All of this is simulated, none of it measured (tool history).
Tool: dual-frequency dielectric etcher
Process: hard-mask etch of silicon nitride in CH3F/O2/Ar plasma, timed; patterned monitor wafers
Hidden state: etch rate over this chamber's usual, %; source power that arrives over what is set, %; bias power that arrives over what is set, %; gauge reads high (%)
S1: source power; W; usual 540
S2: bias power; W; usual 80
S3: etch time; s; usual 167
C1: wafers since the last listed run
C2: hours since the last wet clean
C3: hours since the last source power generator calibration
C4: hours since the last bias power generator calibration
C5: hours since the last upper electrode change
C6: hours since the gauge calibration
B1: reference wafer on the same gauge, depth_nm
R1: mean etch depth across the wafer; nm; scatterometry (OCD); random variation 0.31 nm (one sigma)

run   hour   S1  S2     S3   C1     C2      C3      C4      C5     C6     B1     R1
  1      0  540  72    167    0  384.2  3534.2  2997.3  5687.5  652.3    115  118.7
  2   21.1  540  72    167  183  405.3  3555.3  3018.4  5708.6  673.4    115  118.3
  3   51.2  540  89  137.5  261  435.4  3585.4  3048.5  5738.7  703.5    115    106
      89.1  -- upper electrode replaced
  4   89.6  540  80    167  125  473.8  3623.8  3086.9     0.5  741.9    115  123.5
  5   89.9  540  91    167    2  474.1  3624.1  3087.2     0.8  742.2  114.9  129.8
     118.4  -- bias power generator calibrated
  6  118.9  540  91    167  217  503.1  3653.1     0.5    29.8  771.2    115  129.7
  7  135.6  540  71    167  145  519.8  3669.8    17.2    46.5  787.9    115  116.8
     167.5  -- wet clean of the chamber
  8    168  540  80    167   73    0.5  3702.2    49.6    78.9  820.3    115  126.1
  9  193.5  540  80    167  221     26  3727.7    75.1   104.4  845.8    115  126.5
 10    216  440  75    167  195   48.5  3750.2    97.6   126.9  868.3    115  113.8
 11  251.8  540  91    167  311   84.3    3786   133.4   162.7  904.1    115  132.9
 12    281  440  66    203  253  113.5  3815.2   162.6   191.9  933.3  115.1  130.9
 13  313.6  540  80    167  283  146.1  3847.8   195.2   224.5  965.9    115  125.3
     317.7  -- gauge calibrated
 14  325.8  540  61    167  106  158.3    3860   207.4   236.7    8.1    115  112.6
 15  345.7  490  91    194  173  178.2  3879.9   227.3   256.6     28    115  147.5
 16  373.9  600  80    167  245  206.4  3908.1   255.5   284.8   56.2    115  130.3
 17  386.7  540  80  152.5  111  219.2  3920.9   268.3   297.6     69    115  114.5
     394.7  -- source power generator calibrated
 18  420.5  540  80    167  259    253    25.8   302.1   331.4  102.8    115  125.2
 19  445.4  540  80    167  216  277.9    50.7     327   356.3  127.7    115  125.3
 20  459.7  500  88    208  124  292.2      65   341.3   370.6    142    115  156.8
 21  543.8  640  80    167  731  376.3   149.1   425.4   454.7  226.1  115.1  132.3
 22    579  670  80    167  306  411.5   184.3   460.6   489.9  261.3  114.9  134.9
 23  595.4  540  74    167  142  427.9   200.7     477   506.3  277.7    115  120.2
 24  626.3  540  65    167  268  458.8   231.6   507.9   537.2  308.6  114.9    114
 25  641.9  450  73  191.5  135  474.4   247.2   523.5   552.8  324.2  115.1  127.2
 26  659.4  540  80    167  152  491.9   264.7     541   570.3  341.7    115  123.4
 27  694.9  540  80  134.5  308  527.4   300.2   576.5   605.8  377.2    115   99.6
 28  718.2  470  87  207.5  202  550.7   323.5   599.8   629.1  400.5    115  150.1
 29  730.8  540  80    167  109  563.3   336.1   612.4   641.7  413.1    115  123.4

5 ways to go on from here, each from the tool as it stands after run 29. What would each give?
  A  731.3  540  90    167   4  563.8  336.6  612.9  642.2  413.6   ?   ?
  B  731.3  460  72    167   4  563.8  336.6  612.9  642.2  413.6   ?   ?
  C  731.3  420  80    167   4  563.8  336.6  612.9  642.2  413.6   ?   ?
  D  731.3  590  93    142   4  563.8  336.6  612.9  642.2  413.6   ?   ?
  E  731.3  540  80  205.5   4  563.8  336.6  612.9  642.2  413.6   ?   ?

run     B1     R1
  A  114.9  128.6
  B  114.9  110.7
  C  114.9  111.5
  D  114.9  114.5
  E  114.9  150.9
Without the tool's hidden state the same runs would have given:
run     R1
  A  131.8
  B  113.5
  C  114.4
  D  117.4
  E  154.8

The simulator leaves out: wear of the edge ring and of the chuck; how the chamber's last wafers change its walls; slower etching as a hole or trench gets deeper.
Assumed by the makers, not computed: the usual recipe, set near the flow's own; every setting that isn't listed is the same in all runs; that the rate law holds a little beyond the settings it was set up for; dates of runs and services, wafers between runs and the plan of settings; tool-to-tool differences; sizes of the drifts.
